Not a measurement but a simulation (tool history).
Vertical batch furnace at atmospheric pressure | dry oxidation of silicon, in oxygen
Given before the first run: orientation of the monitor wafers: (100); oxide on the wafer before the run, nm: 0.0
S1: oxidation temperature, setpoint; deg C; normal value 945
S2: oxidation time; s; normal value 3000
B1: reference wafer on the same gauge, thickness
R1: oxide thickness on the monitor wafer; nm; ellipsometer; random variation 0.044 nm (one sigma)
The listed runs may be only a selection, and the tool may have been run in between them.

run   hour   S1    S2     B1     R1
  1      0  939  3000   25.9   23.9
  2   10.4  933  2430  25.91  19.57
  3     18  945  3000   25.9   25.6
  4   32.4  945  3000   25.9  25.61
  5   49.3  945  3000   25.9  25.62
  6   57.8  945  3000   25.9  25.55
  7   74.5  945  3000   25.9  25.64
  8   93.3  945  3000   25.9  25.58
  9  100.7  945  3000   25.9  25.66
 10  117.1  945  2670  25.91  23.75
 11    124  964  3000   25.9  30.61
 12  140.6  945  3000   25.9  25.67
 13  153.3  945  3000  25.89   25.7
 14  168.3  945  3000  25.89  25.67
 15  179.8  945  3000   25.9  25.68
 16  190.6  945  3000  25.89  25.66
 17  199.4  945  3000  25.89  25.62
 18  219.1  945  3000   25.9  25.66
 19  229.6  945  3000  25.91  25.58
 20  239.4  933  2430   25.9  19.55
     270.6  -- thermocouples replaced and temperature profile calibrated
 21  271.1  945  4380   25.9  31.44
 22  275.9  959  3390  25.91  30.53
     302.8  -- gauge calibrated
 23    317  961  4470  25.91  37.24
 24  335.4  921  3000  25.89  19.11
 25  352.6  945  4260   25.9  30.85
 26  363.4  952  1620  25.88   17.8
     395.8  -- boat lift adjusted
 27  396.3  945  3000   25.9  24.49
 28  401.1  951  3480   25.9  28.73

Estimate the outcome of run 29 from the log above:
 29  407.5  945  3000   ?   ?

B1: 25.91
R1: 24.38 nm
With no hidden state in the tool, this same run would have given R1 24.28 nm.
